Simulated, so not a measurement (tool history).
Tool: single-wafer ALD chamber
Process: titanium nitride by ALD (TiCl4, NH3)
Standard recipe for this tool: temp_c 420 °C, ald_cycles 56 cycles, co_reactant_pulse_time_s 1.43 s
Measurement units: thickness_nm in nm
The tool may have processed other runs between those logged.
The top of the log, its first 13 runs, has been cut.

| run | hour | temp_c | ald_cycles | co_reactant_pulse_time_s | read-back reference wafer on the same gauge, thickness_nm | thickness_nm |
|---|---|---|---|---|---|---|
| 14 | 705.3 | 420 | 56 | 1.43 | 1.340 | 1.180 |
|  | 720.9 | thermocouple changed; heater temperature recalibrated |
| 15 | 774.8 | 420 | 56 | 1.43 | 1.341 | 1.182 |
| 16 | 800.9 | 420 | 56 | 1.43 | 1.341 | 1.183 |
| 17 | 869.3 | 420 | 53 | 1.43 | 1.341 | 1.117 |
| 18 | 917.2 | 420 | 60 | 1.43 | 1.340 | 1.266 |
| 19 | 942.1 | 420 | 56 | 1.43 | 1.340 | 1.189 |
| 20 | 1013.9 | 410 | 51 | 1.43 | 1.339 | 1.069 |
|  | 1094.7 | gauge calibrated |
| 21 | 1127.8 | 420 | 56 | 1.43 | 1.338 | 1.186 |
| 22 | 1158.3 | 420 | 56 | 1.43 | 1.340 | 1.185 |
| 23 | 1191.1 | 429 | 56 | 1.43 | 1.339 | 1.187 |
| 24 | 1262.0 | 420 | 61 | 1.13 | 1.340 | 1.268 |
| 25 | 1301.3 | 420 | 56 | 1.09 | 1.338 | 1.161 |
| 26 | 1334.0 | 420 | 53 | 1.95 | 1.339 | 1.139 |
|  | 1377.2 | showerhead replaced |
| 27 | 1404.9 | 407 | 56 | 1.43 | 1.340 | 1.173 |
| 28 | 1449.8 | 429 | 56 | 1.43 | 1.341 | 1.185 |
| 29 | 1489.7 | 414 | 48 | 1.17 | 1.341 | 0.992 |
| 30 | 1559.1 | 420 | 56 | 1.43 | 1.339 | 1.182 |
| 31 | 1609.9 | 410 | 63 | 1.79 | 1.341 | 1.335 |
| 32 | 1646.5 | 408 | 56 | 1.43 | 1.340 | 1.172 |
| 33 | 1712.1 | 413 | 56 | 1.98 | 1.341 | 1.196 |
| 34 | 1773.7 | 420 | 65 | 1.43 | 1.339 | 1.373 |

5 options for the next run, each taken on its own from the tool as it stands now. Forecast them:
| A | 1774.2 | 427 | 56 | 1.43 | ? | ? |
| B | 1774.2 | 413 | 56 | 1.43 | ? | ? |
| C | 1774.2 | 420 | 46 | 1.63 | ? | ? |
| D | 1774.2 | 410 | 64 | 1.43 | ? | ? |
| E | 1774.2 | 420 | 60 | 1.26 | ? | ? |

| run | read-back reference wafer on the same gauge, thickness_nm | thickness_nm |
|---|---|---|
| A | 1.341 | 1.185 |
| B | 1.341 | 1.176 |
| C | 1.341 | 0.977 |
| D | 1.341 | 1.341 |
| E | 1.341 | 1.255 |
The same runs, with their run-to-run variation unchanged, on a tool lacking any hidden condition would have given:
| run | thickness_nm |
|---|---|
| A | 1.185 |
| B | 1.176 |
| C | 0.977 |
| D | 1.341 |
| E | 1.255 |
